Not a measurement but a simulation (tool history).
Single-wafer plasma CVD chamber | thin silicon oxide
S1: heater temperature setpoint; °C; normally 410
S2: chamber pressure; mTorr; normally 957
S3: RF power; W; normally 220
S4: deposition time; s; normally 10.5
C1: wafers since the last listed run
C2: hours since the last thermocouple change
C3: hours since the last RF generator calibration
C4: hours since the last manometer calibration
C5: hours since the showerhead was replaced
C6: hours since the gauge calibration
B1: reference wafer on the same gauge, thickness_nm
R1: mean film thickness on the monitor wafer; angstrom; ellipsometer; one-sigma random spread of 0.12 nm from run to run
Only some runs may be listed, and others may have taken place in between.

Run 1, hour 0: usual settings; C1 0; C2 1088; C3 1797.1; C4 911.3; C5 6183.8; C6 761.3; B1 21.856. Result: R1 196.6 angstrom.
At hour 11.8: capacitance manometer re-zeroed and calibrated.
Run 2, hour 50.8: usual settings; C1 887; C2 1138.8; C3 1847.9; C4 39; C5 6234.6; C6 812.1; B1 21.825. Result: R1 194.31 angstrom.
Run 3, hour 112: usual settings; C1 1269; C2 1200; C3 1909.1; C4 100.2; C5 6295.8; C6 873.3; B1 21.794. Result: R1 196.22 angstrom.
At hour 145.2: showerhead replaced.
Run 4, hour 168.1: usual settings but S3 185 W; C1 997; C2 1256.1; C3 1965.2; C4 156.3; C5 22.9; C6 929.4; B1 21.768. Result: R1 180.99 angstrom.
Run 5, hour 240.1: usual settings; C1 1493; C2 1328.1; C3 2037.2; C4 228.3; C5 94.9; C6 1001.4; B1 21.798. Result: R1 196.29 angstrom.
Run 6, hour 267.1: usual settings; C1 560; C2 1355.1; C3 2064.2; C4 255.3; C5 121.9; C6 1028.4; B1 21.836. Result: R1 196.18 angstrom.
Run 7, hour 299.8: usual settings; C1 678; C2 1387.8; C3 2096.9; C4 288; C5 154.6; C6 1061.1; B1 21.821. Result: R1 196.23 angstrom.
At hour 310.7: gauge calibrated.
Run 8, hour 359.1: usual settings; C1 1229; C2 1447.1; C3 2156.2; C4 347.3; C5 213.9; C6 48.4; B1 21.786. Result: R1 197.38 angstrom.
Run 9, hour 427.6: usual settings; C1 1420; C2 1515.6; C3 2224.7; C4 415.8; C5 282.4; C6 116.9; B1 21.815. Result: R1 196.99 angstrom.
Run 10, hour 470.4: usual settings; C1 887; C2 1558.4; C3 2267.5; C4 458.6; C5 325.2; C6 159.7; B1 21.789. Result: R1 195.46 angstrom.
Run 11, hour 505.7: usual settings but S1 406 °C; C1 732; C2 1593.7; C3 2302.8; C4 493.9; C5 360.5; C6 195; B1 21.78. Result: R1 196.09 angstrom.
Run 12, hour 573.7: usual settings but S2 1150 mTorr, S3 245 W; C1 1410; C2 1661.7; C3 2370.8; C4 561.9; C5 428.5; C6 263; B1 21.78. Result: R1 240.23 angstrom.
Run 13, hour 624.5: usual settings but S4 8.6 s; C1 1053; C2 1712.5; C3 2421.6; C4 612.7; C5 479.3; C6 313.8; B1 21.798. Result: R1 161.08 angstrom.
Run 14, hour 664.3: usual settings but S1 403 °C, S3 190 W; C1 825; C2 1752.3; C3 2461.4; C4 652.5; C5 519.1; C6 353.6; B1 21.8. Result: R1 182.08 angstrom.
Run 15, hour 721.9: usual settings but S1 415 °C, S3 240 W; C1 1194; C2 1809.9; C3 2519; C4 710.1; C5 576.7; C6 411.2; B1 21.774. Result: R1 202.1 angstrom.
At hour 732: RF generator calibrated.
Run 16, hour 752.9: usual settings but S1 419 °C, S3 180 W, S4 11.9 s; C1 477; C2 1840.9; C3 20.9; C4 741.1; C5 607.7; C6 442.2; B1 21.811. Result: R1 199.28 angstrom.
Run 17, hour 807.5: usual settings; C1 1132; C2 1895.5; C3 75.5; C4 795.7; C5 662.3; C6 496.8; B1 21.765. Result: R1 195.29 angstrom.
At hour 826.1: thermocouple changed; heater temperature recalibrated.
Run 18, hour 831.7: usual settings but S2 1155 mTorr, S3 195 W, S4 8.9 s; C1 336; C2 5.6; C3 99.7; C4 819.9; C5 686.5; C6 521; B1 21.807. Result: R1 181.5 angstrom.
Run 19, hour 869.7: usual settings but S2 1150 mTorr, S3 245 W; C1 788; C2 43.6; C3 137.7; C4 857.9; C5 724.5; C6 559; B1 21.807. Result: R1 240.62 angstrom.
Run 20, hour 928.8: usual settings; C1 1225; C2 102.7; C3 196.8; C4 917; C5 783.6; C6 618.1; B1 21.781. Result: R1 197.41 angstrom.
At hour 970.8: capacitance manometer re-zeroed and calibrated.
Run 21, hour 980.7: usual settings; C1 910; C2 154.6; C3 248.7; C4 9.9; C5 835.5; C6 670; B1 21.809. Result: R1 197.5 angstrom.
Run 22, hour 1025.6: usual settings but S1 420 °C, S4 11.2 s; C1 931; C2 199.5; C3 293.6; C4 54.8; C5 880.4; C6 714.9; B1 21.837. Result: R1 210.03 angstrom.
Run 23, hour 1052.5: usual settings but S1 421 °C; C1 557; C2 226.4; C3 320.5; C4 81.7; C5 907.3; C6 741.8; B1 21.797. Result: R1 194.3 angstrom.
Run 24, hour 1119.2: usual settings but S1 418 °C, S2 789 mTorr, S3 175 W, S4 11.4 s; C1 1383; C2 293.1; C3 387.2; C4 148.4; C5 974; C6 808.5; B1 21.796. Result: R1 153.64 angstrom.
Run 25, hour 1156: usual settings but S2 1068 mTorr, S4 8.8 s; C1 763; C2 329.9; C3 424; C4 185.2; C5 1010.8; C6 845.3; B1 21.821. Result: R1 180.19 angstrom.
At hour 1159.4: gauge calibrated.
Run 26, hour 1198.9: usual settings but S3 235 W, S4 9.1 s; C1 889; C2 372.8; C3 466.9; C4 228.1; C5 1053.7; C6 39.5; B1 21.765. Result: R1 177.08 angstrom.
Run 27, hour 1234: usual settings but S1 422 °C, S2 1097 mTorr, S3 260 W; C1 728; C2 407.9; C3 502; C4 263.2; C5 1088.8; C6 74.6; B1 21.767. Result: R1 234.91 angstrom.
Run 28, hour 1282.4: usual settings but S1 415 °C, S2 868 mTorr, S3 230 W, S4 9 s; C1 1003; C2 456.3; C3 550.4; C4 311.6; C5 1137.2; C6 123; B1 21.787. Result: R1 157 angstrom.

Predict each of these 5 candidate next runs independently; none follows another, all start after run 28:
Run A, hour 1282.8: usual settings; C1 8; C2 456.7; C3 550.8; C4 312; C5 1137.6; C6 123.4; B1 ?. Result: R1 ?.
Run B, hour 1282.8: usual settings but S1 402 °C, S3 235 W; C1 8; C2 456.7; C3 550.8; C4 312; C5 1137.6; C6 123.4; B1 ?. Result: R1 ?.
Run C, hour 1282.8: usual settings but S1 403 °C, S3 235 W, S4 9.4 s; C1 8; C2 456.7; C3 550.8; C4 312; C5 1137.6; C6 123.4; B1 ?. Result: R1 ?.
Run D, hour 1282.8: usual settings but S1 424 °C, S3 255 W, S4 8.8 s; C1 8; C2 456.7; C3 550.8; C4 312; C5 1137.6; C6 123.4; B1 ?. Result: R1 ?.
Run E, hour 1282.8: usual settings but S1 418 °C, S2 789 mTorr, S4 12.4 s; C1 8; C2 456.7; C3 550.8; C4 312; C5 1137.6; C6 123.4; B1 ?. Result: R1 ?.

run     B1      R1
  A  21.82  197.59
  B  21.82  205.42
  C  21.82  183.82
  D  21.82  176.35
  E  21.82  189.39
The same runs, with their run-to-run variation unchanged, on a tool lacking any hidden condition would have given:
run      R1
  A  197.59
  B  205.42
  C  183.82
  D  176.35
  E  189.39

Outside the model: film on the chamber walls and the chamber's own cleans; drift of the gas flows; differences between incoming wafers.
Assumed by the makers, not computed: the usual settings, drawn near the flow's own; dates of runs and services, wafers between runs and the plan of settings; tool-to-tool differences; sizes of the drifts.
